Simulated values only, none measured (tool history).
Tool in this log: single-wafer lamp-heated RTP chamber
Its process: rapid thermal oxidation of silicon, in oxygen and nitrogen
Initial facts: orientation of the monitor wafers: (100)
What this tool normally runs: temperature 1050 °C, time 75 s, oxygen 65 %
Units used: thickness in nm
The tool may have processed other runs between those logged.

run,hour,temperature,time,oxygen,"read-back reference wafer on the same gauge, thickness",thickness
1,0.0,1050,75,65,6.999,8.177
2,33.2,1050,75,65,7.013,8.204
3,69.5,1068,75,77,7.005,9.829
4,121.7,1068,75,77,7.002,9.885
5,167.0,1050,89,86,7.013,9.778
# hour 201.8: pyrometer window cleaned and pyrometer calibrated
6,231.9,1050,75,49,6.998,7.232
# hour 266.1: gauge calibrated
7,272.4,1050,75,49,7.013,7.237
8,321.0,1050,75,71,7.015,8.288
9,375.8,1050,75,71,7.017,8.310
10,443.5,1050,75,65,7.008,8.182
11,491.5,1039,75,65,7.000,7.534
12,538.9,1039,75,65,6.992,7.541
13,585.2,1050,75,65,6.997,8.169
14,612.2,1050,75,65,7.011,8.112
15,672.3,1050,75,65,6.999,8.205
# hour 715.9: oxygen flow controller replaced
16,718.7,1050,75,65,7.010,8.146
17,757.9,1050,75,65,7.020,8.216
18,815.3,1050,75,65,7.010,8.216
# hour 884.7: pyrometer window cleaned and pyrometer calibrated
19,885.2,1050,75,65,7.020,8.035
20,1083.8,1050,50,65,7.004,6.751
21,1149.7,1026,87,43,7.016,6.351
22,1189.5,1050,75,65,7.002,8.222
23,1244.2,1065,50,46,7.007,6.675
24,1271.5,1050,75,65,7.011,8.207
# hour 1293.4: gauge calibrated
25,1313.6,1050,94,47,7.020,8.077
26,1344.6,1078,75,35,7.018,7.858
27,1384.2,1050,75,65,7.015,8.280
# hour 1538.4: pyrometer window cleaned and pyrometer calibrated
28,1577.1,1050,75,65,7.020,8.009
29,1643.8,1042,97,36,7.012,6.878
30,1685.7,1050,75,65,7.006,8.045
31,1738.0,1050,94,51,7.011,8.243
32,1808.3,1050,48,65,7.019,6.641
33,1872.6,1066,41,65,7.018,6.966
34,1915.9,1050,60,50,7.009,6.737
35,1951.3,1050,100,65,7.005,9.277
36,2019.5,1050,75,35,7.010,6.527
37,2073.4,1050,75,65,7.015,8.179
38,2109.4,1063,85,88,7.013,10.512

What if the next run were any one of these 3? Each begins from the tool's condition after run 38:
A,2109.9,1050,75,65,?,?
B,2109.9,1050,105,79,?,?
C,2109.9,1026,75,65,?,?

run,"read-back reference wafer on the same gauge, thickness",thickness
A,7.000,8.175
B,7.000,10.217
C,7.000,6.925
With no hidden state in the tool, these same runs would have given:
run,thickness
A,7.905
B,9.878
C,6.689
